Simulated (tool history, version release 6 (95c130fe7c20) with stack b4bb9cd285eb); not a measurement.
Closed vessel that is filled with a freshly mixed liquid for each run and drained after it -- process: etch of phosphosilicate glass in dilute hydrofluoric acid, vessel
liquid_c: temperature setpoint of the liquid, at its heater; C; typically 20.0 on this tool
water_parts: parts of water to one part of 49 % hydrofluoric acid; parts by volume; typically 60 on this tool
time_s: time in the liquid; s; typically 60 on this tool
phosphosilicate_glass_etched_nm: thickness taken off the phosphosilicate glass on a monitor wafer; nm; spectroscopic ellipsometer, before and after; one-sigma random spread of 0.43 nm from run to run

| run | hour | liquid_c | water_parts | time_s | wafers since the last listed run | hours since the thermometer was replaced | hours since the hydrofluoric acid flow meter was replaced | hours since the gauge calibration | read-back film thickness of the phosphosilicate glass reference wafer, read on the same gauge (nm) | phosphosilicate_glass_etched_nm |
|---|---|---|---|---|---|---|---|---|---|---|
| 1 | 0.0 | 21.0 | 60 | 60 | 0 | 806.6 | 1747.2 | 633.9 | 30.00 | 59.07 |
| 2 | 15.6 | 21.0 | 60 | 60 | 1516 | 822.2 | 1762.8 | 649.5 | 30.01 | 58.65 |
| 3 | 41.6 | 23.0 | 60 | 60 | 2527 | 848.2 | 1788.8 | 675.5 | 30.02 | 63.76 |
| 4 | 54.3 | 23.0 | 60 | 60 | 1234 | 860.9 | 1801.5 | 688.2 | 30.01 | 63.81 |
| 5 | 75.9 | 23.0 | 60 | 60 | 2099 | 882.5 | 1823.1 | 709.8 | 29.99 | 63.54 |
| 6 | 106.2 | 20.0 | 60 | 60 | 2944 | 912.8 | 1853.4 | 740.1 | 30.00 | 55.42 |
| 7 | 141.3 | 20.0 | 60 | 60 | 3411 | 947.9 | 1888.5 | 775.2 | 30.00 | 55.58 |
| 8 | 160.2 | 20.0 | 60 | 60 | 1836 | 966.8 | 1907.4 | 794.1 | 29.95 | 55.48 |
| 9 | 177.9 | 20.0 | 60 | 60 | 1720 | 984.5 | 1925.1 | 811.8 | 30.03 | 55.58 |
| 10 | 213.4 | 20.0 | 70 | 60 | 3450 | 1020.0 | 1960.6 | 847.3 | 30.01 | 46.99 |
| 11 | 237.9 | 20.0 | 60 | 60 | 2381 | 1044.5 | 1985.1 | 871.8 | 29.99 | 54.84 |
| 12 | 260.3 | 17.0 | 60 | 85 | 2177 | 1066.9 | 2007.5 | 894.2 | 29.98 | 68.94 |
|  | 269.6 | thermometer replaced |
| 13 | 286.3 | 20.0 | 60 | 60 | 2429 | 16.7 | 2033.5 | 920.2 | 29.97 | 60.17 |
|  | 294.8 | hydrofluoric acid flow meter replaced |
| 14 | 307.4 | 20.0 | 60 | 60 | 1953 | 37.8 | 12.6 | 941.3 | 29.96 | 59.88 |
| 15 | 328.4 | 20.0 | 85 | 60 | 2041 | 58.8 | 33.6 | 962.3 | 29.99 | 40.99 |
| 16 | 353.0 | 20.0 | 60 | 75 | 2390 | 83.4 | 58.2 | 986.9 | 30.03 | 73.89 |
| 17 | 403.5 | 17.5 | 40 | 80 | 4908 | 133.9 | 108.7 | 1037.4 | 30.03 | 108.09 |
| 18 | 423.4 | 18.5 | 35 | 45 | 1934 | 153.8 | 128.6 | 1057.3 | 29.93 | 72.65 |
| 19 | 446.3 | 23.0 | 45 | 45 | 2225 | 176.7 | 151.5 | 1080.2 | 29.99 | 68.21 |
| 20 | 466.4 | 20.0 | 60 | 60 | 1953 | 196.8 | 171.6 | 1100.3 | 30.01 | 58.40 |
| 21 | 480.9 | 20.0 | 60 | 90 | 1409 | 211.3 | 186.1 | 1114.8 | 29.99 | 88.90 |
|  | 505.5 | gauge calibrated |
| 22 | 510.1 | 20.0 | 60 | 60 | 2838 | 240.5 | 215.3 | 4.6 | 30.01 | 58.15 |

Predict the results of run 23:
| 23 | 543.6 | 18.5 | 75 | 60 | 3255 | 274.0 | 248.8 | 38.1 | ? | ? |

Run 23 produced read-back film thickness of the phosphosilicate glass reference wafer, read on the same gauge (nm) 30.01, phosphosilicate_glass_etched_nm 43.11 nm.
Take away the tool's hidden state, keep the run-to-run variation as it was, and the same run would have given phosphosilicate_glass_etched_nm 44.36 nm.
